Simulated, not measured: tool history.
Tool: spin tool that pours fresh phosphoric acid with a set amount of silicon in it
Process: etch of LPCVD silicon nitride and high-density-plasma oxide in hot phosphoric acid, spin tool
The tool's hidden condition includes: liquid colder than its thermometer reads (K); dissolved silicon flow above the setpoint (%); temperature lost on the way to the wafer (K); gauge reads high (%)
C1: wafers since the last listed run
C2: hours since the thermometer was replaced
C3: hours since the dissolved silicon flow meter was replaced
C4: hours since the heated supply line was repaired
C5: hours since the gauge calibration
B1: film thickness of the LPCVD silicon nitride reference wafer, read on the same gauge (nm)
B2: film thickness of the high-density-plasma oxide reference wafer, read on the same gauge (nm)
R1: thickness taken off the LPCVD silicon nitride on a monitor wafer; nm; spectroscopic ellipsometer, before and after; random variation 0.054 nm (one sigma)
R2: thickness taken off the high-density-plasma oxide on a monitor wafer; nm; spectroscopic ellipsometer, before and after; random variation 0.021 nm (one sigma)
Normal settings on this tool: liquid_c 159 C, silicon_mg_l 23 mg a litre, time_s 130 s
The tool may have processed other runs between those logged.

Run 1, hour 0: usual settings but liquid_c 157.5 C, time_s 175 s; C1 0; C2 543; C3 1951.4; C4 867.2; C5 4.2; B1 69.99; B2 120.001. Result: R1 11.94 nm, R2 0.235 nm.
Run 2, hour 38: usual settings but time_s 100 s; C1 300; C2 581; C3 1989.4; C4 905.2; C5 42.2; B1 69.96; B2 120.018. Result: R1 7.19 nm, R2 0.13 nm.
Run 3, hour 90.9: usual settings but liquid_c 160.5 C; C1 418; C2 633.9; C3 2042.3; C4 958.1; C5 95.1; B1 69.98; B2 119.998. Result: R1 9.73 nm, R2 0.224 nm.
Run 4, hour 140.2: usual settings; C1 390; C2 683.2; C3 2091.6; C4 1007.4; C5 144.4; B1 69.96; B2 120.016. Result: R1 9.23 nm, R2 0.221 nm.
Run 5, hour 193.5: usual settings; C1 421; C2 736.5; C3 2144.9; C4 1060.7; C5 197.7; B1 70.02; B2 120.009. Result: R1 9.2 nm, R2 0.221 nm.
Run 6, hour 225.6: usual settings; C1 253; C2 768.6; C3 2177; C4 1092.8; C5 229.8; B1 69.97; B2 119.978. Result: R1 9.2 nm, R2 0.247 nm.
Run 7, hour 377.5: usual settings but time_s 155 s; C1 1201; C2 920.5; C3 2328.9; C4 1244.7; C5 381.7; B1 70.01; B2 119.984. Result: R1 10.97 nm, R2 0.259 nm.
Run 8, hour 422.5: usual settings but time_s 180 s; C1 355; C2 965.5; C3 2373.9; C4 1289.7; C5 426.7; B1 69.98; B2 119.981. Result: R1 12.63 nm, R2 0.25 nm.
At hour 449: thermometer replaced.
Run 9, hour 475.7: usual settings; C1 412; C2 26.7; C3 2427.1; C4 1342.9; C5 479.9; B1 70.02; B2 119.984. Result: R1 9.01 nm, R2 0.176 nm.
Run 10, hour 537.2: usual settings; C1 486; C2 88.2; C3 2488.6; C4 1404.4; C5 541.4; B1 70; B2 120.015. Result: R1 8.97 nm, R2 0.206 nm.
At hour 572.8: dissolved silicon flow meter replaced.
Run 11, hour 575.9: usual settings but liquid_c 158 C, silicon_mg_l 38 mg a litre; C1 298; C2 126.9; C3 3.1; C4 1443.1; C5 580.1; B1 69.98; B2 119.989. Result: R1 8.66 nm, R2 0.099 nm.

Run 12 is up next; what results do you expect?
At hour 635.3: heated supply line repaired.
At hour 716.3: gauge calibrated.
Run 12, hour 763.4: usual settings but silicon_mg_l 13.5 mg a litre, time_s 160 s; C1 1475; C2 314.4; C3 190.6; C4 128.1; C5 47.1; B1 ?; B2 ?. Result: R1 ?, R2 ?.

{"run 12": {"B1": 70, "B2": 119.994, "R1": 12.09, "R2": 0.357}}
With no hidden state in the tool, this same run would have given R1 12.2 nm, R2 0.364 nm.
